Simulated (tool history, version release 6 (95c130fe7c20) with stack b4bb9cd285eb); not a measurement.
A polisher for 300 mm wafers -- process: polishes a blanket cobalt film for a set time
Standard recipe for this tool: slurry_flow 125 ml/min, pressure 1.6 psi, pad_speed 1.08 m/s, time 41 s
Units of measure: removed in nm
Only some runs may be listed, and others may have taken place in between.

run,hour,slurry_flow,pressure,pad_speed,time,"incoming thickness of the incoming film, nm",removed
1,0,125,1.6,1.08,41,797.4,125.9
2,15,125,1.6,1.08,41,798.2,123.6
# hour 35.8: worn pad replaced by a new one
3,39,125,1.6,1.08,41,805.9,123.3
4,65.4,125,1.6,1.08,41,816.4,122
5,88.7,125,1.6,1.08,41,802.4,119.5
6,115.8,125,1.6,1.08,41,803.4,120.4
# hour 127.6: worn pad replaced by a new one
# hour 135.4: head pressure recalibrated
7,145.3,125,1.6,1.08,41,808.2,133.6
# hour 155.1: slurry nozzle cleaned
8,162.8,125,1.6,1.08,41,810.4,141.2
9,182,125,1.6,1.08,41,795.8,141.2
# hour 216: worn pad replaced by a new one
10,282.5,125,2,1.08,41,810.3,169.8
# hour 288.6: worn pad replaced by a new one
11,318.3,125,1.6,0.92,49,790.5,141.2
12,364.4,165,1.6,1.18,48,801.4,175.8
# hour 376.8: worn pad replaced by a new one
13,386.5,165,2.1,0.82,50,813,177.7
14,406.7,90,1.6,1.08,41,810.4,124.5

Below are 5 alternative next runs, each starting from the tool's condition after run 14. Predict each:
A,407.1,125,1.6,0.74,41,786.8,?
B,407.1,125,1.6,1.08,47,786.8,?
C,407.1,155,1.6,0.8,41,786.8,?
D,407.1,125,1.6,0.98,41,786.8,?
E,407.1,125,1.4,0.76,29,786.8,?

run,removed
A,98.6
B,151.8
C,108.3
D,122.5
E,62.6
Stripped of hidden state, with their random variation kept, the same runs would have yielded:
run,removed
A,106
B,163.3
C,115.6
D,131.8
E,67.4
